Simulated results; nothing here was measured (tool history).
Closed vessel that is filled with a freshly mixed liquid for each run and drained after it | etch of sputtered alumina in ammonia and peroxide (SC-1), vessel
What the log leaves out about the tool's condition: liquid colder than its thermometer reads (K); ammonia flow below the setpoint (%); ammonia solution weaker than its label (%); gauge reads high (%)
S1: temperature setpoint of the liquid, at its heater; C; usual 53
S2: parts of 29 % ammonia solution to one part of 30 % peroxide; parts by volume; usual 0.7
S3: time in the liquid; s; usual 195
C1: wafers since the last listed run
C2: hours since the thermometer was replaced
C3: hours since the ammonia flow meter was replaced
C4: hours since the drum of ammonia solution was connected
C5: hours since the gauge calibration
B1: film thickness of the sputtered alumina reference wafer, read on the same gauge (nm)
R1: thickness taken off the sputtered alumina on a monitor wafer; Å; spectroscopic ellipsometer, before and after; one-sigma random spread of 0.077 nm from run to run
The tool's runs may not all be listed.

run   hour    S1   S2   S3    C1      C2      C3     C4      C5     B1     R1
  1      0    53  0.7  250     0   850.9  1418.6   65.1  1160.9     50    133
  2   58.3    53  0.7  250  5473   909.2  1476.9  123.4  1219.2     50  132.9
  3    145    53  0.7  195  8140   995.9  1563.6  210.1  1305.9     50  102.2
  4  243.4    53  0.7  195  9238  1094.3    1662  308.5  1404.3  49.98    103
  5  285.7    53  0.7  195  3971  1136.6  1704.3  350.8  1446.6  49.99  102.5
  6  380.2    53  0.7  195  8872  1231.1  1798.8  445.3  1541.1  50.01  101.2
  7  465.4    53  0.7  195  7999  1316.3    1884  530.5  1626.3  50.04  100.7
  8  571.7    53  0.7  195  9980  1422.6  1990.3  636.8  1732.6  49.99    101
  9  636.7    53  0.7  195  6102  1487.6  2055.3  701.8  1797.6  50.03   99.8
     660.7  -- ammonia flow meter replaced
 10  721.3    53  0.7  195  7849  1572.2    60.6  786.4  1882.2  50.01  100.3
 11  819.6    53  0.7  195  9229  1670.5   158.9  884.7  1980.5  49.97   98.4
 12  897.4    53  0.7  195  7304  1748.3   236.7  962.5  2058.3  50.04   98.9
     926.5  -- new drum of ammonia solution connected
 13  953.9  55.5  0.7  195  5210  1804.8   293.2   27.4  2114.8  49.97  113.6

The next listed run, before its measurement:
 14  1032.5  62.5  0.7  195  7379  1883.4  371.8  106  2193.4   ?   ?

{"run 14": {"B1": 50.04, "R1": 161.7}}
Take away the tool's hidden state, keep the run-to-run variation as it was, and the same run would have given R1 174.6 Å.
